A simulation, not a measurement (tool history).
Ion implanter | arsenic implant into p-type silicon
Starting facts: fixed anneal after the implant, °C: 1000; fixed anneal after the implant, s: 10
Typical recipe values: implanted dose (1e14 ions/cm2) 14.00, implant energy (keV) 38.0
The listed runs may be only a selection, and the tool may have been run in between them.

run	hour	implanted dose (1e14 ions/cm2)	implant energy (keV)	wafers since the last listed run	hours since the last dose calibration	hours since the extraction supply was calibrated	hours since the gauge calibration	read-back reference wafer on the same gauge, sheet resistance	sheet resistance of the implanted and annealed layer (ohm/square)
1	0.0	14.00	38.0	0	1191.5	2648.9	81.4	88.00	105.51
2	24.7	14.00	38.0	516	1216.2	2673.6	106.1	87.93	105.21
3	43.0	14.00	38.0	382	1234.5	2691.9	124.4	88.02	105.36
4	69.6	11.65	38.0	555	1261.1	2718.5	151.0	88.08	115.55
5	83.6	11.65	38.0	292	1275.1	2732.5	165.0	87.99	115.37
6	157.9	14.00	38.0	1552	1349.4	2806.8	239.3	87.99	105.18
7	193.3	14.00	38.0	739	1384.8	2842.2	274.7	88.02	105.19
8	220.9	14.00	38.0	576	1412.4	2869.8	302.3	88.04	105.24
9	245.8	14.00	38.0	520	1437.3	2894.7	327.2	88.03	105.02
10	273.1	14.00	38.0	570	1464.6	2922.0	354.5	88.11	104.91
11	295.7	14.00	38.0	472	1487.2	2944.6	377.1	88.01	105.07
12	328.5	14.00	38.0	685	1520.0	2977.4	409.9	88.00	105.78
13	347.6	14.00	38.0	399	1539.1	2996.5	429.0	88.03	105.61
14	361.9	14.00	38.0	298	1553.4	3010.8	443.3	87.99	104.86
15	379.8	14.00	38.0	374	1571.3	3028.7	461.2	88.00	105.27
16	394.9	14.00	38.0	315	1586.4	3043.8	476.3	87.91	105.50
17	414.0	14.00	38.0	399	1605.5	3062.9	495.4	87.96	105.43
18	433.1	14.00	38.0	399	1624.6	3082.0	514.5	88.04	105.11
# hour 445.0: extraction supply calibrated
19	468.0	15.32	29.0	562	1659.5	23.0	549.4	88.02	112.88
# hour 477.4: Faraday cup replaced and dose calibrated
20	501.7	12.35	26.5	537	24.3	56.7	583.1	88.03	124.02
21	515.5	16.37	26.0	288	38.1	70.5	596.9	87.96	114.54
22	549.3	17.95	43.0	706	71.9	104.3	630.7	87.97	90.42
23	579.2	14.00	38.0	624	101.8	134.2	660.6	87.85	103.57
# hour 580.2: gauge calibrated
24	601.5	14.00	30.0	466	124.1	156.5	21.3	87.94	112.84
25	618.7	10.11	50.0	359	141.3	173.7	38.5	88.14	115.74
26	642.2	18.02	32.0	491	164.8	197.2	62.0	87.93	102.28
27	655.7	14.00	38.0	282	178.3	210.7	75.5	88.03	103.46
28	669.7	10.50	44.0	292	192.3	224.7	89.5	87.97	115.57
29	685.1	17.13	27.0	321	207.7	240.1	104.9	88.00	111.86
30	701.3	17.56	33.5	338	223.9	256.3	121.1	87.99	100.89
31	723.5	12.93	44.5	463	246.1	278.5	143.3	88.00	103.18
32	740.0	14.00	26.0	344	262.6	295.0	159.8	87.91	120.03
33	753.0	14.00	38.0	271	275.6	308.0	172.8	87.97	103.83
34	785.7	17.93	46.5	683	308.3	340.7	205.5	87.98	88.40
35	800.7	14.00	38.0	313	323.3	355.7	220.5	88.05	104.28
36	827.0	11.42	45.5	549	349.6	382.0	246.8	87.98	109.94
37	843.5	11.01	31.0	344	366.1	398.5	263.3	88.01	125.48
38	859.2	14.00	38.0	328	381.8	414.2	279.0	87.88	104.61

What the log doesn't show, run by run:
deviation of the true energy from its setpoint, %: 0, the same for each run
gauge reads high (%): 0, the same for each run
H1: deviation of the true dose from the Faraday cup's reading, %
run	H1
1	-4.63
2	-4.66
3	-4.67
4	-4.7
5	-4.71
6	-4.78
7	-4.8
8	-4.82
9	-4.84
10	-4.86
11	-4.87
12	-4.89
13	-4.9
14	-4.91
15	-4.92
16	-4.93
17	-4.94
18	-4.95
19	-4.96
20	-0.217
21	-0.345
22	-0.644
23	-0.894
24	-1.07
25	-1.2
26	-1.38
27	-1.47
28	-1.57
29	-1.67
30	-1.78
31	-1.92
32	-2.02
33	-2.1
34	-2.29
35	-2.37
36	-2.51
37	-2.59
38	-2.67
